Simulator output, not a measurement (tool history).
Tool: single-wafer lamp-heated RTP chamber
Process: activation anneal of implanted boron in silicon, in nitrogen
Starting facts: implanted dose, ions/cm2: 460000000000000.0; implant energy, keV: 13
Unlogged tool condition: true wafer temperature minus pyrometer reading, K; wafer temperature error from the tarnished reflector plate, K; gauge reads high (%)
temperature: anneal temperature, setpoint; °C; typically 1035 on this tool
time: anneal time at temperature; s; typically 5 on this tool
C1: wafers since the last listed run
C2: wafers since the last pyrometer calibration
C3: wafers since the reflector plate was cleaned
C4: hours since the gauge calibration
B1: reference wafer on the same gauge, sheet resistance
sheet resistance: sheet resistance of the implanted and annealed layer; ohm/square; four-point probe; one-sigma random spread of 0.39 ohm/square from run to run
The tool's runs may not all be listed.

run 1 hour=0.0 | temperature=1035 time=5 | C1=0 C2=681 C3=7605 C4=95.8 | B1=288.39 | sheet_resistance=255.54
run 2 hour=7.7 | temperature=1035 time=5 | C1=104 C2=785 C3=7709 C4=103.5 | B1=288.30 | sheet_resistance=255.36
run 3 hour=23.0 | temperature=1028 time=4 | C1=206 C2=992 C3=7916 C4=118.8 | B1=288.03 | sheet_resistance=255.55
run 4 hour=37.8 | temperature=1035 time=5 | C1=200 C2=1192 C3=8116 C4=133.6 | B1=287.67 | sheet_resistance=255.16
run 5 hour=54.6 | temperature=1035 time=5 | C1=227 C2=1419 C3=8343 C4=150.4 | B1=287.52 | sheet_resistance=254.34
run 6 hour=65.7 | temperature=1035 time=5 | C1=150 C2=1569 C3=8493 C4=161.5 | B1=287.44 | sheet_resistance=254.78
run 7 hour=79.5 | temperature=1035 time=5 | C1=186 C2=1756 C3=8680 C4=175.3 | B1=287.27 | sheet_resistance=254.69
-- hour=94.3 pyrometer window cleaned and pyrometer calibrated
run 8 hour=94.8 | temperature=1035 time=5 | C1=98 C2=7 C3=8779 C4=190.6 | B1=287.13 | sheet_resistance=253.95
run 9 hour=126.1 | temperature=1035 time=5 | C1=423 C2=430 C3=9202 C4=221.9 | B1=287.09 | sheet_resistance=253.82
run 10 hour=133.4 | temperature=1035 time=5 | C1=98 C2=529 C3=9301 C4=229.2 | B1=286.94 | sheet_resistance=253.87
run 11 hour=140.2 | temperature=1035 time=5 | C1=91 C2=621 C3=9393 C4=236.0 | B1=286.93 | sheet_resistance=253.68
run 12 hour=147.1 | temperature=1035 time=5 | C1=93 C2=714 C3=9486 C4=242.9 | B1=286.95 | sheet_resistance=253.88
run 13 hour=176.4 | temperature=1035 time=5 | C1=396 C2=1110 C3=9882 C4=272.2 | B1=286.69 | sheet_resistance=254.42
run 14 hour=189.9 | temperature=1055 time=5 | C1=182 C2=1293 C3=10065 C4=285.7 | B1=286.70 | sheet_resistance=254.00
run 15 hour=209.9 | temperature=1061 time=7 | C1=270 C2=1563 C3=10335 C4=305.7 | B1=286.53 | sheet_resistance=252.44
-- hour=244.5 pyrometer window cleaned and pyrometer calibrated
run 16 hour=259.8 | temperature=1062 time=4 | C1=566 C2=206 C3=10901 C4=355.6 | B1=286.46 | sheet_resistance=253.29
-- hour=279.3 reflector plate cleaned
run 17 hour=289.9 | temperature=1035 time=5 | C1=298 C2=505 C3=143 C4=385.7 | B1=286.37 | sheet_resistance=253.57
-- hour=293.9 gauge calibrated
run 18 hour=296.1 | temperature=1035 time=5 | C1=83 C2=589 C3=227 C4=2.2 | B1=292.07 | sheet_resistance=258.41
run 19 hour=305.4 | temperature=1035 time=6 | C1=125 C2=714 C3=352 C4=11.5 | B1=291.76 | sheet_resistance=257.96
run 20 hour=317.5 | temperature=1035 time=5 | C1=163 C2=878 C3=516 C4=23.6 | B1=291.37 | sheet_resistance=257.88
run 21 hour=334.0 | temperature=1035 time=5 | C1=223 C2=1101 C3=739 C4=40.1 | B1=290.75 | sheet_resistance=257.21
run 22 hour=340.2 | temperature=1056 time=3 | C1=83 C2=1185 C3=823 C4=46.3 | B1=290.78 | sheet_resistance=256.97
run 23 hour=363.1 | temperature=1035 time=5 | C1=309 C2=1495 C3=1133 C4=69.2 | B1=290.11 | sheet_resistance=256.95
-- hour=396.2 pyrometer window cleaned and pyrometer calibrated
run 24 hour=416.7 | temperature=1056 time=7 | C1=616 C2=277 C3=1749 C4=122.8 | B1=289.28 | sheet_resistance=255.16

Predict the results of run 25:
run 25 hour=427.9 | temperature=1035 time=8 | C1=151 C2=428 C3=1901 C4=134.0 | B1=? | sheet_resistance=?

Run 25 gave B1 289.09, sheet resistance 255.58 ohm/square.
With the hidden condition absent and the run-to-run variation left alone, this run would have shown sheet resistance 257.26 ohm/square.

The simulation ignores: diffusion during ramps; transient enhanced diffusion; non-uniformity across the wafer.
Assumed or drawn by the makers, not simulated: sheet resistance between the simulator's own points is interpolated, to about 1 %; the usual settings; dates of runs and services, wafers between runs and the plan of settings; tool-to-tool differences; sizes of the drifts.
